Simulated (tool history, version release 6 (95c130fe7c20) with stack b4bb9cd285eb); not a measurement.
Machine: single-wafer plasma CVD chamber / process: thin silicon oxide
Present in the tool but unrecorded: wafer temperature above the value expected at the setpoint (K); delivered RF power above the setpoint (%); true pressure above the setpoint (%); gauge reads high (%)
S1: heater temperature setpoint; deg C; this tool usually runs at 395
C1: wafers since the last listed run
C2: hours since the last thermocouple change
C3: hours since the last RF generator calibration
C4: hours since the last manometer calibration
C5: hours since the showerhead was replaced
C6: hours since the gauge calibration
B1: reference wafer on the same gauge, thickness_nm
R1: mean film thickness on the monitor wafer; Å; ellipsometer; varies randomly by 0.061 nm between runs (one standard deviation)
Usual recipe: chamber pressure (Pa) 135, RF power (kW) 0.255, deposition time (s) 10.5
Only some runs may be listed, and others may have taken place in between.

{"run": 1, "hour": 0.0, "S1": 388, "chamber pressure (Pa)": 135, "RF power (kW)": 0.255, "deposition time (s)": 9.4, "C1": 0, "C2": 146, "C3": 578.8, "C4": 811.3, "C5": 6061.5, "C6": 822.5, "B1": 21.208, "R1": 180.38}
{"run": 2, "hour": 96.6, "S1": 395, "chamber pressure (Pa)": 135, "RF power (kW)": 0.255, "deposition time (s)": 10.5, "C1": 4475, "C2": 242.6, "C3": 675.4, "C4": 907.9, "C5": 6158.1, "C6": 919.1, "B1": 21.209, "R1": 199.05}
{"run": 3, "hour": 144.3, "S1": 395, "chamber pressure (Pa)": 135, "RF power (kW)": 0.255, "deposition time (s)": 10.5, "C1": 2210, "C2": 290.3, "C3": 723.1, "C4": 955.6, "C5": 6205.8, "C6": 966.8, "B1": 21.183, "R1": 200.15}
{"run": 4, "hour": 235.8, "S1": 395, "chamber pressure (Pa)": 135, "RF power (kW)": 0.255, "deposition time (s)": 10.5, "C1": 4239, "C2": 381.8, "C3": 814.6, "C4": 1047.1, "C5": 6297.3, "C6": 1058.3, "B1": 21.183, "R1": 199.69}
{"run": 5, "hour": 294.5, "S1": 395, "chamber pressure (Pa)": 135, "RF power (kW)": 0.255, "deposition time (s)": 10.5, "C1": 2719, "C2": 440.5, "C3": 873.3, "C4": 1105.8, "C5": 6356, "C6": 1117, "B1": 21.203, "R1": 199.71}
{"run": 6, "hour": 343.7, "S1": 395, "chamber pressure (Pa)": 135, "RF power (kW)": 0.255, "deposition time (s)": 10.5, "C1": 2279, "C2": 489.7, "C3": 922.5, "C4": 1155, "C5": 6405.2, "C6": 1166.2, "B1": 21.192, "R1": 200.78}
{"run": 7, "hour": 429.4, "S1": 395, "chamber pressure (Pa)": 128, "RF power (kW)": 0.255, "deposition time (s)": 10.5, "C1": 3970, "C2": 575.4, "C3": 1008.2, "C4": 1240.7, "C5": 6490.9, "C6": 1251.9, "B1": 21.187, "R1": 190.04}
{"hour": 467.9, "done": "capacitance manometer re-zeroed and calibrated"}
{"run": 8, "hour": 471.6, "S1": 395, "chamber pressure (Pa)": 128, "RF power (kW)": 0.255, "deposition time (s)": 10.5, "C1": 1584, "C2": 617.6, "C3": 1050.4, "C4": 3.7, "C5": 6533.1, "C6": 1294.1, "B1": 21.214, "R1": 195.85}
{"run": 9, "hour": 523.2, "S1": 403, "chamber pressure (Pa)": 135, "RF power (kW)": 0.255, "deposition time (s)": 10.5, "C1": 2390, "C2": 669.2, "C3": 1102, "C4": 55.3, "C5": 6584.7, "C6": 1345.7, "B1": 21.181, "R1": 203.77}
{"run": 10, "hour": 566.0, "S1": 403, "chamber pressure (Pa)": 135, "RF power (kW)": 0.255, "deposition time (s)": 10.5, "C1": 1982, "C2": 712, "C3": 1144.8, "C4": 98.1, "C5": 6627.5, "C6": 1388.5, "B1": 21.229, "R1": 202.3}
{"run": 11, "hour": 610.7, "S1": 403, "chamber pressure (Pa)": 135, "RF power (kW)": 0.255, "deposition time (s)": 10.5, "C1": 2071, "C2": 756.7, "C3": 1189.5, "C4": 142.8, "C5": 6672.2, "C6": 1433.2, "B1": 21.208, "R1": 201.75}
{"hour": 649.1, "done": "showerhead replaced"}
{"run": 12, "hour": 675.9, "S1": 395, "chamber pressure (Pa)": 135, "RF power (kW)": 0.215, "deposition time (s)": 11.2, "C1": 2650, "C2": 821.9, "C3": 1254.7, "C4": 208, "C5": 26.8, "C6": 1498.4, "B1": 21.185, "R1": 186.03}
{"hour": 711.5, "done": "thermocouple changed; heater temperature recalibrated"}
{"run": 13, "hour": 777.3, "S1": 395, "chamber pressure (Pa)": 135, "RF power (kW)": 0.255, "deposition time (s)": 10.5, "C1": 4327, "C2": 65.8, "C3": 1356.1, "C4": 309.4, "C5": 128.2, "C6": 1599.8, "B1": 21.177, "R1": 203.42}
{"run": 14, "hour": 842.7, "S1": 395, "chamber pressure (Pa)": 135, "RF power (kW)": 0.255, "deposition time (s)": 11.3, "C1": 3030, "C2": 131.2, "C3": 1421.5, "C4": 374.8, "C5": 193.6, "C6": 1665.2, "B1": 21.192, "R1": 217.52}
{"run": 15, "hour": 925.5, "S1": 390, "chamber pressure (Pa)": 135, "RF power (kW)": 0.285, "deposition time (s)": 8.9, "C1": 3836, "C2": 214, "C3": 1504.3, "C4": 457.6, "C5": 276.4, "C6": 1748, "B1": 21.216, "R1": 186.07}
{"hour": 958.3, "done": "RF generator calibrated"}
{"run": 16, "hour": 979.8, "S1": 395, "chamber pressure (Pa)": 135, "RF power (kW)": 0.305, "deposition time (s)": 10.5, "C1": 2145, "C2": 268.3, "C3": 21.5, "C4": 511.9, "C5": 330.7, "C6": 1802.3, "B1": 21.217, "R1": 225.93}
{"hour": 1003.8, "done": "gauge calibrated"}
{"run": 17, "hour": 1036.9, "S1": 381, "chamber pressure (Pa)": 121, "RF power (kW)": 0.235, "deposition time (s)": 8.5, "C1": 2645, "C2": 325.4, "C3": 78.6, "C4": 569, "C5": 387.8, "C6": 33.1, "B1": 21.208, "R1": 138.27}
{"run": 18, "hour": 1079.8, "S1": 395, "chamber pressure (Pa)": 135, "RF power (kW)": 0.255, "deposition time (s)": 10.5, "C1": 1987, "C2": 368.3, "C3": 121.5, "C4": 611.9, "C5": 430.7, "C6": 76, "B1": 21.171, "R1": 201.11}
{"run": 19, "hour": 1116.1, "S1": 395, "chamber pressure (Pa)": 121, "RF power (kW)": 0.255, "deposition time (s)": 12.3, "C1": 1681, "C2": 404.6, "C3": 157.8, "C4": 648.2, "C5": 467, "C6": 112.3, "B1": 21.196, "R1": 211.1}
{"run": 20, "hour": 1222.2, "S1": 395, "chamber pressure (Pa)": 135, "RF power (kW)": 0.205, "deposition time (s)": 10.5, "C1": 4915, "C2": 510.7, "C3": 263.9, "C4": 754.3, "C5": 573.1, "C6": 218.4, "B1": 21.198, "R1": 164.47}
{"run": 21, "hour": 1304.2, "S1": 395, "chamber pressure (Pa)": 135, "RF power (kW)": 0.255, "deposition time (s)": 10.5, "C1": 3799, "C2": 592.7, "C3": 345.9, "C4": 836.3, "C5": 655.1, "C6": 300.4, "B1": 21.164, "R1": 199.98}
{"run": 22, "hour": 1369.3, "S1": 407, "chamber pressure (Pa)": 168, "RF power (kW)": 0.23, "deposition time (s)": 11.6, "C1": 3016, "C2": 657.8, "C3": 411, "C4": 901.4, "C5": 720.2, "C6": 365.5, "B1": 21.194, "R1": 237.77}
{"run": 23, "hour": 1433.3, "S1": 395, "chamber pressure (Pa)": 135, "RF power (kW)": 0.255, "deposition time (s)": 10.5, "C1": 2965, "C2": 721.8, "C3": 475, "C4": 965.4, "C5": 784.2, "C6": 429.5, "B1": 21.205, "R1": 200.56}
{"run": 24, "hour": 1546.4, "S1": 407, "chamber pressure (Pa)": 135, "RF power (kW)": 0.23, "deposition time (s)": 10.5, "C1": 5240, "C2": 834.9, "C3": 588.1, "C4": 1078.5, "C5": 897.3, "C6": 542.6, "B1": 21.201, "R1": 182.44}
{"run": 25, "hour": 1650.1, "S1": 382, "chamber pressure (Pa)": 135, "RF power (kW)": 0.295, "deposition time (s)": 10.5, "C1": 4804, "C2": 938.6, "C3": 691.8, "C4": 1182.2, "C5": 1001, "C6": 646.3, "B1": 21.191, "R1": 221.54}
{"hour": 1667.6, "done": "thermocouple changed; heater temperature recalibrated"}
{"run": 26, "hour": 1698.0, "S1": 409, "chamber pressure (Pa)": 120, "RF power (kW)": 0.21, "deposition time (s)": 12.2, "C1": 1848, "C2": 30.4, "C3": 739.7, "C4": 1230.1, "C5": 1048.9, "C6": 694.2, "B1": 21.209, "R1": 171.3}
{"run": 27, "hour": 1770.6, "S1": 385, "chamber pressure (Pa)": 135, "RF power (kW)": 0.295, "deposition time (s)": 10.5, "C1": 3363, "C2": 103, "C3": 812.3, "C4": 1302.7, "C5": 1121.5, "C6": 766.8, "B1": 21.21, "R1": 221.72}
{"run": 28, "hour": 1821.6, "S1": 395, "chamber pressure (Pa)": 135, "RF power (kW)": 0.255, "deposition time (s)": 10.5, "C1": 2362, "C2": 154, "C3": 863.3, "C4": 1353.7, "C5": 1172.5, "C6": 817.8, "B1": 21.218, "R1": 200.85}
{"run": 29, "hour": 1897.6, "S1": 386, "chamber pressure (Pa)": 153, "RF power (kW)": 0.21, "deposition time (s)": 10.5, "C1": 3521, "C2": 230, "C3": 939.3, "C4": 1429.7, "C5": 1248.5, "C6": 893.8, "B1": 21.212, "R1": 187.48}

Predict each of these 3 candidate next runs independently; none follows another, all start after run 29:
{"run": "A", "hour": 1898.0, "S1": 395, "chamber pressure (Pa)": 135, "RF power (kW)": 0.255, "deposition time (s)": 10.5, "C1": 18, "C2": 230.4, "C3": 939.7, "C4": 1430.1, "C5": 1248.9, "C6": 894.2, "B1": "?", "R1": "?"}
{"run": "B", "hour": 1898.0, "S1": 404, "chamber pressure (Pa)": 167, "RF power (kW)": 0.255, "deposition time (s)": 10.5, "C1": 18, "C2": 230.4, "C3": 939.7, "C4": 1430.1, "C5": 1248.9, "C6": 894.2, "B1": "?", "R1": "?"}
{"run": "C", "hour": 1898.0, "S1": 395, "chamber pressure (Pa)": 111, "RF power (kW)": 0.255, "deposition time (s)": 10.5, "C1": 18, "C2": 230.4, "C3": 939.7, "C4": 1430.1, "C5": 1248.9, "C6": 894.2, "B1": "?", "R1": "?"}

run=A B1=21.23 R1=199.85
run=B B1=21.23 R1=232.65
run=C B1=21.23 R1=161.45
Without the tool's hidden state the same runs would have given:
run=A R1=205.63
run=B R1=236.5
run=C R1=167.92
